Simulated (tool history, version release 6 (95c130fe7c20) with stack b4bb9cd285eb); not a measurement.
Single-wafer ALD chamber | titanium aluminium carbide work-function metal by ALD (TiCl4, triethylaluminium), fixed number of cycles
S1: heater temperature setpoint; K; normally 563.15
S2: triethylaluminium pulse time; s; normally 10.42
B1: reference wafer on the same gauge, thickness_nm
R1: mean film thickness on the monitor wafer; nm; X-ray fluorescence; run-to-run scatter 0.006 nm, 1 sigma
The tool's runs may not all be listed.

run	day	S1	S2	B1	R1
1	0.000	555.15	13.38	1.629	1.810
2	0.796	555.15	13.38	1.631	1.800
3	2.033	555.15	13.38	1.628	1.811
4	3.104	559.15	10.42	1.630	1.790
5	4.396	559.15	10.42	1.629	1.794
6	5.650	563.15	10.42	1.630	1.824
7	9.138	563.15	10.42	1.630	1.818
8	9.750	563.15	12.66	1.630	1.858
# day 12.104: triethylaluminium bottle replaced
9	13.117	563.15	12.66	1.631	1.768
# day 14.504: thermocouple changed; heater temperature recalibrated
10	14.525	572.15	7.81	1.629	1.585
11	15.454	557.15	14.48	1.630	1.760
# day 16.067: triethylaluminium bottle replaced, repeated, since the last time left the tool worse
12	16.400	552.15	6.79	1.628	1.656
# day 17.183: showerhead replaced
13	17.454	563.15	10.42	1.629	1.865
# day 17.921: gauge calibrated
14	18.196	563.15	10.42	1.629	1.867
15	19.542	553.15	9.03	1.631	1.759
16	20.912	576.15	13.59	1.629	2.020
17	22.300	572.15	11.99	1.632	1.974
18	23.758	557.15	12.02	1.629	1.832

What if the next run were any one of these 4? Each begins from the tool's condition after run 18:
A	23.775	563.15	10.42	?	?
B	23.775	558.15	6.56	?	?
C	23.775	569.15	8.12	?	?
D	23.775	569.15	10.42	?	?

run	B1	R1
A	1.630	1.859
B	1.630	1.678
C	1.630	1.844
D	1.630	1.910
What these runs would have given with no unlogged condition in the tool:
run	R1
A	1.865
B	1.692
C	1.855
D	1.916
